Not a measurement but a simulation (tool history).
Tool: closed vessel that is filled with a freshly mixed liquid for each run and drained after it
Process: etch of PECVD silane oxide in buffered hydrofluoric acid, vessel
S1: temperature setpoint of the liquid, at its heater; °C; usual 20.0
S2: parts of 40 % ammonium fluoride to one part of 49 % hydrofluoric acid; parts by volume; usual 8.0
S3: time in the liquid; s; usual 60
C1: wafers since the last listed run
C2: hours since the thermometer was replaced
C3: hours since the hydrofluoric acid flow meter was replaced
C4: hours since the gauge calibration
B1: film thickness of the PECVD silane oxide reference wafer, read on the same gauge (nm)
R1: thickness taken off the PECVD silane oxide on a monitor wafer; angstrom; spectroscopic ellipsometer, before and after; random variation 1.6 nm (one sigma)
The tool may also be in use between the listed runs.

| run | day | S1 | S2 | S3 | C1 | C2 | C3 | C4 | B1 | R1 |
|---|---|---|---|---|---|---|---|---|---|---|
| 1 | 0.000 | 20.0 | 8.0 | 80 | 0 | 1481.0 | 619.3 | 134.9 | 119.99 | 4111.7 |
| 2 | 0.429 | 20.0 | 8.0 | 80 | 1082 | 1491.3 | 629.6 | 145.2 | 120.01 | 4100.1 |
| 3 | 0.896 | 17.0 | 8.0 | 40 | 1177 | 1502.5 | 640.8 | 156.4 | 120.01 | 1748.9 |
| 4 | 1.221 | 17.0 | 8.0 | 40 | 820 | 1510.3 | 648.6 | 164.2 | 120.01 | 1747.1 |
| 5 | 1.546 | 17.0 | 8.0 | 40 | 820 | 1518.1 | 656.4 | 172.0 | 120.01 | 1732.1 |
| 6 | 1.962 | 20.0 | 8.0 | 60 | 1051 | 1528.1 | 666.4 | 182.0 | 120.01 | 3064.8 |
| 7 | 2.646 | 20.0 | 8.0 | 60 | 1724 | 1544.5 | 682.8 | 198.4 | 120.02 | 3108.3 |
| 8 | 2.904 | 20.0 | 8.0 | 60 | 651 | 1550.7 | 689.0 | 204.6 | 119.99 | 3100.0 |
| 9 | 3.233 | 20.0 | 9.5 | 60 | 830 | 1558.6 | 696.9 | 212.5 | 120.01 | 2558.8 |
| 10 | 3.983 | 20.0 | 8.0 | 60 | 1892 | 1576.6 | 714.9 | 230.5 | 120.03 | 3124.4 |
| 11 | 4.646 | 17.0 | 8.0 | 60 | 1671 | 1592.5 | 730.8 | 246.4 | 119.99 | 2653.9 |
| 12 | 5.175 | 17.0 | 8.0 | 60 | 1335 | 1605.2 | 743.5 | 259.1 | 119.99 | 2655.7 |
| 13 | 5.825 | 22.5 | 10.0 | 60 | 1640 | 1620.8 | 759.1 | 274.7 | 120.00 | 2831.9 |
| 14 | 6.142 | 20.0 | 6.0 | 60 | 799 | 1628.4 | 766.7 | 282.3 | 120.03 | 4076.1 |
| 15 | 6.446 | 24.0 | 8.0 | 60 | 767 | 1635.7 | 774.0 | 289.6 | 120.02 | 3903.6 |
| 16 | 6.854 | 18.5 | 10.0 | 60 | 1030 | 1645.5 | 783.8 | 299.4 | 120.02 | 2287.8 |

Forecast run 17:
| 17 | 7.554 | 20.0 | 8.0 | 60 | 1766 | 1662.3 | 800.6 | 316.2 | ? | ? |

Run 17 gave B1 120.01, R1 3170.6 angstrom.
Without the tool's hidden state the same run would have given R1 2840.6 angstrom.
